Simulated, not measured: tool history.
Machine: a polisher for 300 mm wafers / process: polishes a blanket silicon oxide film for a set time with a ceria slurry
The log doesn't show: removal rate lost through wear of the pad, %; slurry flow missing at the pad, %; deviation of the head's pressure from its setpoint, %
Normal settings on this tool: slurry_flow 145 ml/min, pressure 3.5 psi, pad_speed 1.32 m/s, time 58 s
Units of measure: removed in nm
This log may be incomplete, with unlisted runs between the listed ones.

run	hour	slurry_flow	pressure	pad_speed	time	wafers since the last listed run	wafers polished on this pad	hours since the slurry nozzle was cleaned	hours since the head pressure was calibrated	incoming thickness of the incoming film, nm	removed
1	0	145	3.5	1.32	58	0	856	306.9	61.5	1068.4	409.9
2	49.6	145	3.5	1.32	58	580	1437	356.5	111.1	1060	412.8
3	94	145	3.5	1.32	58	520	1957	400.9	155.5	1034.1	408.8
4	141.2	145	3.1	1.16	58	552	2510	448.1	202.7	1067	319
5	171	145	3.1	1.16	58	349	2859	477.9	232.5	1045.3	310.4
6	231.7	145	3.1	1.16	58	711	3570	538.6	293.2	1049.7	310.5
7	299.9	145	3.5	1.32	58	798	4369	606.8	361.4	1062.1	391.6
8	362.5	145	3.5	1.32	58	733	5102	669.4	424	1044.4	387.7
9	411.6	145	2.7	1.54	58	575	5677	718.5	473.1	1056.6	359.6
# hour 441.3: worn pad replaced by a new one
10	483.6	145	3.5	1.56	58	796	495	790.5	545.1	1049.3	441.8
11	518	145	3.5	1.56	58	402	898	824.9	579.5	1028.4	436.8
12	576.2	145	3.5	1.32	58	681	1580	883.1	637.7	1065.8	366.2
# hour 589.6: slurry nozzle cleaned
13	601.2	145	3.5	1.32	58	281	1861	11.6	662.7	1041.8	419.4
14	642.9	145	3.5	1.32	58	488	2349	53.3	704.4	1046.2	431.6
15	705.7	145	3.5	1.32	58	735	3085	116.1	767.2	1057	418.3
16	748.5	145	3.5	1.32	58	501	3586	158.9	810	1043.9	416.6
17	858.1	145	3.5	1.32	58	1283	4870	268.5	919.6	1033.7	403.1
# hour 925.2: worn pad replaced by a new one
18	1013.9	145	3.5	1.2	64	1778	1038	424.3	1075.4	1064.3	408.1
19	1048.5	145	3.5	0.98	58	405	1443	458.9	1110	1065.8	293.3
20	1100.8	180	3.5	1.5	58	612	2056	511.2	1162.3	1062.6	461.9
21	1131.3	190	3.5	1.32	58	357	2413	541.7	1192.8	1032.8	421.5
22	1198	145	3.5	1.32	58	781	3195	608.4	1259.5	1039.9	394.1
23	1227.9	145	3.5	1.32	58	350	3545	638.3	1289.4	1053	397.7
24	1265.7	145	3.5	1.64	63	442	3988	676.1	1327.2	1037	506.4
# hour 1286.6: head pressure recalibrated
25	1291.7	100	3.5	1	58	281	4269	702.1	5.1	1055.3	253.9
26	1320.7	195	3.5	1.32	58	339	4608	731.1	34.1	1053.6	408.5
27	1383.1	145	3.5	1.54	66	730	5339	793.5	96.5	1050.3	503.3
# hour 1397.5: worn pad replaced by a new one
28	1436.8	180	2.9	1.32	43	582	460	847.2	150.2	1048.1	246.1
29	1474.7	145	4.2	1.32	58	443	904	885.1	188.1	1048.7	447.1
# hour 1488.2: slurry nozzle cleaned
30	1513.4	145	3.5	1.54	58	441	1346	25.2	226.8	1052.4	492.3
31	1582	125	3.8	1.18	77	803	2149	93.8	295.4	1049.3	502.8
32	1617.3	145	4.2	1.48	58	413	2563	129.1	330.7	1050.5	561.2
33	1666.4	145	3.5	1.32	58	575	3138	178.2	379.8	1060	415.1
34	1783.5	145	3.5	1.32	58	1371	4509	295.3	496.9	1034.9	411.3
35	1829.4	145	3	1.32	50	537	5047	341.2	542.8	1034.3	305.2
36	1883.5	145	4.3	1.5	38	633	5681	395.3	596.9	1054.1	367.7
# hour 1908.1: worn pad replaced by a new one
37	1915.5	190	3.5	1.32	41	327	87	427.3	628.9	1053.8	304.1
38	1954.4	145	3.5	1.32	58	455	542	466.2	667.8	1054.9	398.7

Results per run with the tool's hidden condition removed, run-to-run variation unchanged:
run	removed
1	425.4
2	431.2
3	429.6
4	337.5
5	329.9
6	333.2
7	425.3
8	426.2
9	399.2
10	498.5
11	497.1
12	423.1
13	421.1
14	435.1
15	424.3
16	424.4
17	415.8
18	429.6
19	310.3
20	486.5
21	444.4
22	427.2
23	433.5
24	556
25	292.6
26	441.8
27	566.7
28	273.8
29	515.2
30	494.3
31	508.9
32	569.1
33	423
34	424.7
35	317
36	384.6
37	315.8
38	421.2
